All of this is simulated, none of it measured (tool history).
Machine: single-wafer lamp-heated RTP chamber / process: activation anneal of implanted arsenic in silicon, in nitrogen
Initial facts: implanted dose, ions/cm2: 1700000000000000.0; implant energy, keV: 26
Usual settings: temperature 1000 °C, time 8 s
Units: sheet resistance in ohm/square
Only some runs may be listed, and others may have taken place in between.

run	hour	temperature	time	wafers since the last listed run	wafers since the last pyrometer calibration	wafers since the reflector plate was cleaned	hours since the gauge calibration	read-back reference wafer on the same gauge, sheet resistance	sheet resistance
1	0	1000	9	0	6786	11447	1061.3	121.99	110.53
# hour 61.7: pyrometer window cleaned and pyrometer calibrated
# hour 79: reflector plate cleaned
2	106.5	1000	8	2080	846	632	1167.8	122.17	113.26
3	258.7	1000	8	3499	4345	4131	1320	122.11	112.48
# hour 394: pyrometer window cleaned and pyrometer calibrated
4	460.3	1000	8	4451	1525	8583	1521.6	122.19	111.55
5	555.7	1000	8	2193	3719	10776	1617	122.03	111.68
6	609.5	1008	8	1237	4956	12013	1670.8	122.25	108.76
7	675.7	1000	8	1522	6478	13535	1737	121.95	110.95
# hour 691.1: reflector plate cleaned
# hour 737.4: pyrometer window cleaned and pyrometer calibrated
8	752.8	1000	8	1404	354	1233	1814.1	122.13	113.03
9	803.7	1000	8	1170	1525	2404	1865	122.15	113.75
10	881.4	1000	8	1786	3311	4190	1942.7	122.07	112.38
11	966.1	1000	8	1947	5259	6138	2027.4	121.82	111.73
# hour 988.8: gauge calibrated
12	1060.7	1000	8	2175	7434	8313	71.9	122.07	112.41
13	1113.6	1027	9	1216	8650	9529	124.8	121.79	101.95
# hour 1180.5: pyrometer window cleaned and pyrometer calibrated
14	1192.7	1014	10	1634	279	11164	203.9	122.06	105.37
# hour 1392: reflector plate cleaned
15	1429	975	5	5249	5528	849	440.2	122.05	126.22
16	1535.8	1000	8	2455	7984	3305	547	121.89	113.16
# hour 1610.3: pyrometer window cleaned and pyrometer calibrated
17	1610.8	1000	8	1540	12	4845	622	122	112.1

Predict the results of run 18:
18	1645.3	987	8	793	805	5639	656.5	?	?

read-back reference wafer on the same gauge, sheet resistance: 122.02
sheet resistance: 117.28 ohm/square
With the hidden condition absent and the run-to-run variation left alone, this run would have shown sheet resistance 118.51 ohm/square.
